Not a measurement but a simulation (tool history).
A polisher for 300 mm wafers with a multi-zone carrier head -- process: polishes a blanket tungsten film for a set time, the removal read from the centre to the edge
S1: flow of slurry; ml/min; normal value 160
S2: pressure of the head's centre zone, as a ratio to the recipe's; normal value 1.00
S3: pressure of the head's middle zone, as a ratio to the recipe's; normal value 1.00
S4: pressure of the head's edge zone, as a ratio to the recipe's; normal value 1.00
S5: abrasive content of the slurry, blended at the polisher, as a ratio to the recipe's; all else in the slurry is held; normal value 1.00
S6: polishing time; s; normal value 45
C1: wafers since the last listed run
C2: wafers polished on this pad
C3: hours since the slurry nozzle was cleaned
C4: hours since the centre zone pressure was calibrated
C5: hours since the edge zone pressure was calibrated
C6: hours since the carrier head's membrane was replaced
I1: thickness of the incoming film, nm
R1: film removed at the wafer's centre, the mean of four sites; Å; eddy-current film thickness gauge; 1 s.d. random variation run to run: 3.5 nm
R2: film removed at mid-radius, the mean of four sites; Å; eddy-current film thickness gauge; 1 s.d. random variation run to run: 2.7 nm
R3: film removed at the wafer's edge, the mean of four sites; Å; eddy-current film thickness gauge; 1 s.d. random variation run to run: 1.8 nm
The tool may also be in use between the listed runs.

Run 1, hour 0.0: usual settings but S6 39 s; C1 0; C2 1252; C3 138.1; C4 25.7; C5 442.4; C6 161.5; I1 1246.0. Result: R1 1938 Å, R2 1870 Å, R3 1859 Å.
Run 2, hour 27.6: usual settings but S6 39 s; C1 432; C2 1684; C3 165.7; C4 53.3; C5 470.0; C6 189.1; I1 1265.1. Result: R1 1869 Å, R2 1831 Å, R3 1833 Å.
Run 3, hour 88.5: usual settings but S6 39 s; C1 953; C2 2638; C3 226.6; C4 114.2; C5 530.9; C6 250.0; I1 1255.0. Result: R1 1806 Å, R2 1762 Å, R3 1758 Å.
Run 4, hour 134.5: usual settings but S4 0.97, S5 1.20; C1 720; C2 3358; C3 272.6; C4 160.2; C5 576.9; C6 296.0; I1 1236.1. Result: R1 2147 Å, R2 2099 Å, R3 2064 Å.
Run 5, hour 197.8: usual settings but S4 0.97, S5 1.20; C1 991; C2 4350; C3 335.9; C4 223.5; C5 640.2; C6 359.3; I1 1242.5. Result: R1 2070 Å, R2 2113 Å, R3 2032 Å.
At hour 216.4: worn pad replaced by a new one.
Run 6, hour 264.0: usual settings; C1 974; C2 745; C3 402.1; C4 289.7; C5 706.4; C6 425.5; I1 1232.6. Result: R1 2217 Å, R2 2171 Å, R3 2188 Å.
Run 7, hour 429.0: usual settings; C1 2584; C2 3329; C3 567.1; C4 454.7; C5 871.4; C6 590.5; I1 1226.5. Result: R1 2031 Å, R2 1935 Å, R3 1970 Å.
At hour 462.2: worn pad replaced by a new one.
Run 8, hour 470.0: usual settings; C1 579; C2 121; C3 608.1; C4 495.7; C5 912.4; C6 631.5; I1 1257.1. Result: R1 2146 Å, R2 2171 Å, R3 2169 Å.
At hour 507.1: slurry nozzle cleaned.
Run 9, hour 522.7: usual settings but S1 195 ml/min, S6 56 s; C1 809; C2 931; C3 15.6; C4 548.4; C5 965.1; C6 684.2; I1 1237.9. Result: R1 2875 Å, R2 2802 Å, R3 2820 Å.
Run 10, hour 563.4: usual settings; C1 637; C2 1568; C3 56.3; C4 589.1; C5 1005.8; C6 724.9; I1 1238.3. Result: R1 2138 Å, R2 2103 Å, R3 2139 Å.
At hour 598.8: centre zone pressure recalibrated.
At hour 679.2: carrier head's membrane replaced by a new one.
Run 11, hour 679.7: usual settings; C1 1711; C2 3280; C3 172.6; C4 80.9; C5 1122.1; C6 0.5; I1 1239.4. Result: R1 2129 Å, R2 2013 Å, R3 2063 Å.
At hour 708.3: edge zone pressure recalibrated.
At hour 719.0: worn pad replaced by a new one.
Run 12, hour 719.9: usual settings but S6 57 s; C1 535; C2 14; C3 212.8; C4 121.1; C5 11.6; C6 40.7; I1 1231.2. Result: R1 3008 Å, R2 2935 Å, R3 2933 Å.
Run 13, hour 766.2: usual settings but S1 130 ml/min; C1 725; C2 739; C3 259.1; C4 167.4; C5 57.9; C6 87.0; I1 1260.5. Result: R1 2138 Å, R2 2117 Å, R3 2111 Å.
Run 14, hour 829.6: usual settings but S6 39 s; C1 992; C2 1732; C3 322.5; C4 230.8; C5 121.3; C6 150.4; I1 1252.0. Result: R1 1857 Å, R2 1790 Å, R3 1815 Å.
Run 15, hour 858.5: usual settings but S1 175 ml/min, S5 1.15, S6 59 s; C1 452; C2 2184; C3 351.4; C4 259.7; C5 150.2; C6 179.3; I1 1250.1. Result: R1 2843 Å, R2 2822 Å, R3 2829 Å.
Run 16, hour 922.9: usual settings but S1 140 ml/min, S5 0.80; C1 1008; C2 3193; C3 415.8; C4 324.1; C5 214.6; C6 243.7; I1 1222.8. Result: R1 1869 Å, R2 1887 Å, R3 1915 Å.
Run 17, hour 952.2: usual settings but S2 0.89, S5 1.25; C1 458; C2 3652; C3 445.1; C4 353.4; C5 243.9; C6 273.0; I1 1262.4. Result: R1 1870 Å, R2 2060 Å, R3 2100 Å.
At hour 971.3: worn pad replaced by a new one.
Run 18, hour 986.3: usual settings but S3 0.91, S4 0.95, S5 1.25, S6 40 s; C1 471; C2 234; C3 479.2; C4 387.5; C5 278.0; C6 307.1; I1 1239.3. Result: R1 2056 Å, R2 1864 Å, R3 1995 Å.
Run 19, hour 1056.0: usual settings; C1 1091; C2 1325; C3 548.9; C4 457.2; C5 347.7; C6 376.8; I1 1249.8. Result: R1 2023 Å, R2 2027 Å, R3 2064 Å.
Run 20, hour 1088.9: usual settings but S1 120 ml/min; C1 515; C2 1841; C3 581.8; C4 490.1; C5 380.6; C6 409.7; I1 1237.9. Result: R1 1829 Å, R2 1800 Å, R3 1903 Å.
At hour 1115.5: slurry nozzle cleaned.
Run 21, hour 1116.1: usual settings but S2 1.11, S3 1.12, S4 1.10, S5 0.80; C1 410; C2 2251; C3 0.6; C4 517.3; C5 407.8; C6 436.9; I1 1258.7. Result: R1 2287 Å, R2 2171 Å, R3 2078 Å.
Run 22, hour 1165.4: usual settings but S3 1.05, S5 1.30; C1 772; C2 3023; C3 49.9; C4 566.6; C5 457.1; C6 486.2; I1 1254.2. Result: R1 2240 Å, R2 2271 Å, R3 2161 Å.

Branching from run 22: 3 alternative next runs. What would each branch give?
Run A, hour 1165.8: usual settings; C1 6; C2 3029; C3 50.3; C4 567.0; C5 457.5; C6 486.6; I1 1240.1. Result: R1 ?, R2 ?, R3 ?.
Run B, hour 1165.8: usual settings but S4 0.92, S6 34 s; C1 6; C2 3029; C3 50.3; C4 567.0; C5 457.5; C6 486.6; I1 1240.1. Result: R1 ?, R2 ?, R3 ?.
Run C, hour 1165.8: usual settings but S1 115 ml/min, S6 51 s; C1 6; C2 3029; C3 50.3; C4 567.0; C5 457.5; C6 486.6; I1 1240.1. Result: R1 ?, R2 ?, R3 ?.

run    R1    R2    R3
  A  2139  2076  2064
  B  1616  1568  1514
  C  2240  2194  2227
Stripped of hidden state, with their random variation kept, the same runs would have yielded:
run    R1    R2    R3
  A  2463  2387  2368
  B  1861  1804  1737
  C  2589  2532  2560
